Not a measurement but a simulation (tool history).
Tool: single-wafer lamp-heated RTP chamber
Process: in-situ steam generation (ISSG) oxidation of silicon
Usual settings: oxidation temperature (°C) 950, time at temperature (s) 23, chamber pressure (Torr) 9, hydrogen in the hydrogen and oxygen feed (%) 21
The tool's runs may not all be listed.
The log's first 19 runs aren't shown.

| run | hour | oxidation temperature (°C) | time at temperature (s) | chamber pressure (Torr) | hydrogen in the hydrogen and oxygen feed (%) | wafers since the last listed run | wafers since the last pyrometer calibration | hours since the pressure gauge was zeroed | hours since the hydrogen flow controller was replaced | hours since the gauge calibration | read-back reference wafer on the same gauge, thickness | oxide thickness on the monitor wafer (Å) |
|---|---|---|---|---|---|---|---|---|---|---|---|---|
| 20 | 1389 | 966 | 23 | 9 | 28 | 392 | 414 | 3379.8 | 386.6 | 576.3 | 4.138 | 52.49 |
| 21 | 1444.5 | 950 | 23 | 9.9 | 26 | 586 | 1001 | 3435.3 | 442.1 | 631.8 | 4.138 | 48.37 |
| 22 | 1501 | 957 | 23 | 9 | 11 | 597 | 1599 | 3491.8 | 498.6 | 688.3 | 4.145 | 41.82 |
| 23 | 1600.5 | 931 | 23 | 9 | 27 | 1052 | 2651 | 3591.3 | 598.1 | 787.8 | 4.138 | 46.66 |
| 24 | 1696.2 | 943 | 19 | 9 | 27 | 1012 | 3663 | 3687 | 693.8 | 883.5 | 4.138 | 44.73 |
|  | 1735.8 | pressure gauge zeroed |
| 25 | 1790.5 | 950 | 30 | 9 | 21 | 912 | 4576 | 54.7 | 788.1 | 977.8 | 4.134 | 53.01 |
| 26 | 1886.3 | 950 | 23 | 9 | 21 | 1013 | 5589 | 150.5 | 883.9 | 1073.6 | 4.136 | 46.97 |
| 27 | 1939.3 | 950 | 23 | 9 | 21 | 560 | 6150 | 203.5 | 936.9 | 1126.6 | 4.142 | 46.85 |
|  | 1950.8 | pyrometer window cleaned and pyrometer calibrated |
| 28 | 2031 | 960 | 19 | 8.4 | 28 | 885 | 848 | 295.2 | 1028.6 | 1218.3 | 4.141 | 47.95 |
| 29 | 2131.7 | 950 | 23 | 9 | 21 | 1065 | 1913 | 395.9 | 1129.3 | 1319 | 4.142 | 46.71 |
| 30 | 2228.8 | 950 | 23 | 9.5 | 27 | 1026 | 2940 | 493 | 1226.4 | 1416.1 | 4.139 | 49 |
| 31 | 2308.8 | 959 | 28 | 8.2 | 28 | 846 | 3786 | 573 | 1306.4 | 1496.1 | 4.135 | 56.56 |
| 32 | 2357.7 | 961 | 26 | 10 | 13 | 517 | 4303 | 621.9 | 1355.3 | 1545 | 4.139 | 45.72 |

Forecast each of these 3 alternatives for the next run:
| A | 2358.1 | 950 | 23 | 9 | 11 | 4 | 4307 | 622.3 | 1355.7 | 1545.4 | ? | ? |
| B | 2358.1 | 950 | 18 | 8.3 | 14 | 4 | 4307 | 622.3 | 1355.7 | 1545.4 | ? | ? |
| C | 2358.1 | 961 | 23 | 9 | 21 | 4 | 4307 | 622.3 | 1355.7 | 1545.4 | ? | ? |

| run | read-back reference wafer on the same gauge, thickness | oxide thickness on the monitor wafer (Å) |
|---|---|---|
| A | 4.142 | 40.98 |
| B | 4.142 | 38.88 |
| C | 4.142 | 48.55 |
Without the tool's hidden state the same runs would have given:
| run | oxide thickness on the monitor wafer (Å) |
|---|---|
| A | 40.51 |
| B | 38.47 |
| C | 47.94 |
